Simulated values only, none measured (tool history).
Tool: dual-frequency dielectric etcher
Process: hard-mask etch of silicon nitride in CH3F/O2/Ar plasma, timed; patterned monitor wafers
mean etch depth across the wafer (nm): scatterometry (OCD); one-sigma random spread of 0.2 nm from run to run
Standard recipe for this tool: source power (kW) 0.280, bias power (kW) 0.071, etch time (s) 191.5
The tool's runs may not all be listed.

run     day  source power (kW)  bias power (kW)  etch time (s)  read-back reference wafer on the same gauge, depth_nm  mean etch depth across the wafer (nm)
  1   0.000              0.280            0.071          161.0                                                    122                                  108.4
  2   0.975              0.280            0.062          191.5                                                    122                                  125.7
  3   1.738              0.280            0.062          191.5                                                    122                                  125.4
  4   2.704              0.280            0.071          191.5                                                    122                                  129.0
  5   3.475              0.280            0.071          191.5                                                    122                                  129.1
  6   4.479              0.280            0.071          191.5                                                    122                                  128.6
      5.179  -- source power generator calibrated
  7   5.242              0.300            0.071          156.5                                                    122                                  108.5
      5.925  -- bias power generator calibrated
      6.483  -- gauge calibrated
  8   6.554              0.280            0.071          191.5                                                    122                                  128.4
      7.658  -- wet clean of the chamber
      7.721  -- upper electrode replaced
  9   7.742              0.280            0.071          191.5                                                    122                                  130.8
 10   8.579              0.280            0.071          191.5                                                    122                                  130.1
 11   9.729              0.250            0.064          191.5                                                    122                                  120.7
 12  10.912              0.280            0.087          172.5                                                    122                                  122.5
 13  11.421              0.280            0.071          191.5                                                    122                                  130.1
 14  12.729              0.280            0.083          239.0                                                    122                                  168.0
 15  13.375              0.300            0.071          243.0                                                    122                                  170.0
 16  14.646              0.300            0.071          156.5                                                    122                                  109.5
 17  15.492              0.330            0.084          144.5                                                    122                                  109.5
 18  16.362              0.280            0.080          176.5                                                    122                                  122.4
 19  17.096              0.330            0.071          149.0                                                    122                                  108.7

Each row is a separate what-if for the run after 19, all from the same tool condition, not one after another. Results?
  A  17.117              0.280            0.071          191.5                                                      ?                                      ?
  B  17.117              0.250            0.087          224.0                                                      ?                                      ?
  C  17.117              0.340            0.071          164.0                                                      ?                                      ?
  D  17.117              0.280            0.076          138.5                                                      ?                                      ?

run  read-back reference wafer on the same gauge, depth_nm  mean etch depth across the wafer (nm)
  A                                                    122                                  129.6
  B                                                    122                                  150.1
  C                                                    122                                  121.4
  D                                                    122                                   95.1
What these runs would have given with no unlogged condition in the tool:
run  mean etch depth across the wafer (nm)
  A                                  130.5
  B                                  151.0
  C                                  122.2
  D                                   95.7
